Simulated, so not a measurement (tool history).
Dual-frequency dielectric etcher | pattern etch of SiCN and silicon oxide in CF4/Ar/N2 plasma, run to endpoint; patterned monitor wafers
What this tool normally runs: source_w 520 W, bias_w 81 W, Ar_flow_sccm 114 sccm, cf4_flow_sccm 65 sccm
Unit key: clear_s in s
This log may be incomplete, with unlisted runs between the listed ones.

run	hour	source_w	bias_w	Ar_flow_sccm	cf4_flow_sccm	wafers since the last listed run	hours since the last wet clean	hours since the last source power generator calibration	hours since the last bias power generator calibration	hours since the last Ar flow controller change	hours since the last CF4 flow controller change	hours since the last upper electrode change	incoming incoming film thickness, nm	clear_s
1	0.0	520	81	114	54	0	120.0	2658.9	2810.9	260.2	4862.8	1912.7	10.60	11.1
2	47.1	520	81	114	54	858	167.1	2706.0	2858.0	307.3	4909.9	1959.8	10.53	11.1
3	75.7	520	81	114	54	521	195.7	2734.6	2886.6	335.9	4938.5	1988.4	10.62	11.3
# hour 112.7: bias power generator calibrated
4	119.7	640	66	114	79	729	239.7	2778.6	7.0	379.9	4982.5	2032.4	10.60	9.2
5	190.7	580	64	133	65	1294	310.7	2849.6	78.0	450.9	5053.5	2103.4	10.59	11.1
6	235.2	430	81	90	77	811	355.2	2894.1	122.5	495.4	5098.0	2147.9	10.66	12.5
7	284.7	520	67	114	65	902	404.7	2943.6	172.0	544.9	5147.5	2197.4	10.69	12.0
# hour 359.5: upper electrode replaced
8	360.0	520	81	114	65	935	480.0	3018.9	247.3	620.2	5222.8	0.5	10.55	11.2
9	410.0	520	81	114	65	911	530.0	3068.9	297.3	670.2	5272.8	50.5	10.54	11.0
# hour 439.2: CF4 flow controller replaced
10	439.8	520	81	103	53	433	559.8	3098.7	327.1	700.0	0.6	80.3	10.68	11.4
# hour 480.7: source power generator calibrated
# hour 484.1: wet clean of the chamber
11	484.6	520	66	114	65	683	0.5	3.9	371.9	744.8	45.4	125.1	10.54	11.4
12	514.3	450	99	114	79	541	30.2	33.6	401.6	774.5	75.1	154.8	10.72	11.6
13	557.6	520	65	92	59	789	73.5	76.9	444.9	817.8	118.4	198.1	10.55	11.3
14	605.3	440	71	127	81	869	121.2	124.6	492.6	865.5	166.1	245.8	10.62	13.3
15	668.8	520	81	95	60	1157	184.7	188.1	556.1	929.0	229.6	309.3	10.56	10.7
16	732.1	520	81	86	65	1153	248.0	251.4	619.4	992.3	292.9	372.6	10.60	10.4
17	775.5	520	81	114	65	791	291.4	294.8	662.8	1035.7	336.3	416.0	10.58	11.1
18	841.1	520	81	114	65	1195	357.0	360.4	728.4	1101.3	401.9	481.6	10.64	11.3
19	870.5	520	81	114	65	535	386.4	389.8	757.8	1130.7	431.3	511.0	10.62	11.3
20	937.1	520	81	114	65	1214	453.0	456.4	824.4	1197.3	497.9	577.6	10.53	11.3
21	996.6	630	99	105	49	1084	512.5	515.9	883.9	1256.8	557.4	637.1	10.49	9.0
# hour 1037.5: wet clean of the chamber
22	1050.2	520	81	114	65	539	12.7	569.5	937.5	1310.4	611.0	690.7	10.64	10.7
23	1110.9	440	97	114	59	1106	73.4	630.2	998.2	1371.1	671.7	751.4	10.62	12.2

Some steps in clear_s, run to run, broken into two amounts with sign: the step expected even without the hidden condition (settings, incoming material, random variation), and the rest, left for the hidden condition together with whatever gauge scatter is not in both the measured and the hidden-condition-free result:
The hidden state here: etch rate over this chamber's usual, %; source power that arrives over what is set, %; bias power that arrives over what is set, %; Ar flow that arrives over what is set, %; CF4 flow that arrives over what is set, %.
Run 10 -> 11: bias_w 81 -> 66, Ar_flow_sccm 103 -> 114, cf4_flow_sccm 53 -> 65, source power generator calibrated, wet clean of the chamber. clear_s +0.0 s: hidden state -0.5, all else +0.5.
Run 14 -> 15: source_w 440 -> 520, bias_w 71 -> 81, Ar_flow_sccm 127 -> 95, cf4_flow_sccm 81 -> 60. clear_s -2.6 s: hidden state +0.1, all else -2.7.
Run 20 -> 21: source_w 520 -> 630, bias_w 81 -> 99, Ar_flow_sccm 114 -> 105, cf4_flow_sccm 65 -> 49. clear_s -2.3 s: hidden state -0.1, all else -2.2.
Run 21 -> 22: source_w 630 -> 520, bias_w 99 -> 81, Ar_flow_sccm 105 -> 114, cf4_flow_sccm 49 -> 65, wet clean of the chamber. clear_s +1.7 s: hidden state -0.5, all else +2.2.
